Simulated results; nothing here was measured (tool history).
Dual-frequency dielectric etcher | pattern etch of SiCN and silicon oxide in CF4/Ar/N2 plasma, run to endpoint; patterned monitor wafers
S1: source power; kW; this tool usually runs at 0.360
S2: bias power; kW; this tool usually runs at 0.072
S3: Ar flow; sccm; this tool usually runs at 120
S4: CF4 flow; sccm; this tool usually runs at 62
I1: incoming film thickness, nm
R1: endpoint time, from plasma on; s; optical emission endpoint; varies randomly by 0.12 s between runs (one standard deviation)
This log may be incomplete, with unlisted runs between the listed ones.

Run 1, hour 0.0: usual settings but S2 0.083 kW; I1 12.72. Result: R1 19.4 s.
Run 2, hour 25.5: usual settings but S2 0.083 kW; I1 12.73. Result: R1 19.4 s.
Run 3, hour 43.5: usual settings but S2 0.083 kW; I1 12.64. Result: R1 19.5 s.
Run 4, hour 66.1: usual settings but S1 0.300 kW; I1 12.85. Result: R1 25.7 s.
At hour 73.1: source power generator calibrated.
Run 5, hour 95.1: usual settings but S1 0.300 kW; I1 12.62. Result: R1 25.6 s.
Run 6, hour 124.1: usual settings; I1 12.74. Result: R1 20.7 s.
Run 7, hour 136.7: usual settings; I1 12.75. Result: R1 21.0 s.
Run 8, hour 153.7: usual settings; I1 12.77. Result: R1 21.0 s.
At hour 193.1: wet clean of the chamber.
Run 9, hour 193.6: usual settings but S2 0.081 kW, S4 52 sccm; I1 12.71. Result: R1 19.6 s.
Run 10, hour 205.9: usual settings but S4 74 sccm; I1 12.80. Result: R1 19.2 s.
Run 11, hour 234.4: usual settings but S1 0.290 kW, S4 48 sccm; I1 12.80. Result: R1 27.2 s.
Run 12, hour 265.2: usual settings but S1 0.420 kW, S2 0.089 kW; I1 12.78. Result: R1 15.4 s.
Run 13, hour 287.7: usual settings; I1 12.62. Result: R1 19.9 s.
At hour 296.3: CF4 flow controller replaced.
At hour 308.1: bias power generator calibrated.
Run 14, hour 308.6: usual settings but S4 47 sccm; I1 12.81. Result: R1 21.5 s.
Run 15, hour 320.4: usual settings but S1 0.290 kW, S2 0.056 kW, S3 110 sccm, S4 68 sccm; I1 12.65. Result: R1 27.5 s.
Run 16, hour 346.2: usual settings but S3 128 sccm; I1 12.80. Result: R1 20.4 s.
At hour 388.0: upper electrode replaced.
Run 17, hour 388.5: usual settings but S2 0.090 kW; I1 12.65. Result: R1 18.3 s.
Run 18, hour 475.9: usual settings but S1 0.390 kW, S2 0.086 kW; I1 12.65. Result: R1 17.2 s.
Run 19, hour 509.5: usual settings; I1 12.76. Result: R1 20.5 s.
Run 20, hour 538.4: usual settings but S3 96 sccm, S4 72 sccm; I1 12.65. Result: R1 19.2 s.
Run 21, hour 555.7: usual settings; I1 12.69. Result: R1 20.2 s.
Run 22, hour 576.6: usual settings but S3 92 sccm; I1 12.78. Result: R1 19.7 s.
Run 23, hour 599.0: usual settings; I1 12.69. Result: R1 20.8 s.

5 options for the next run, each taken on its own from the tool as it stands now. Forecast them:
Run A, hour 599.4: usual settings; I1 12.58. Result: R1 ?.
Run B, hour 599.4: usual settings but S4 48 sccm; I1 12.58. Result: R1 ?.
Run C, hour 599.4: usual settings but S1 0.400 kW, S2 0.061 kW, S3 102 sccm; I1 12.58. Result: R1 ?.
Run D, hour 599.4: usual settings but S1 0.280 kW, S4 51 sccm; I1 12.58. Result: R1 ?.
Run E, hour 599.4: usual settings but S1 0.340 kW, S3 128 sccm; I1 12.58. Result: R1 ?.

run    R1
  A  20.4
  B  21.6
  C  18.8
  D  28.5
  E  22.0
Without the tool's unlogged condition, the same runs would have read:
run    R1
  A  19.7
  B  20.9
  C  18.2
  D  27.6
  E  21.3
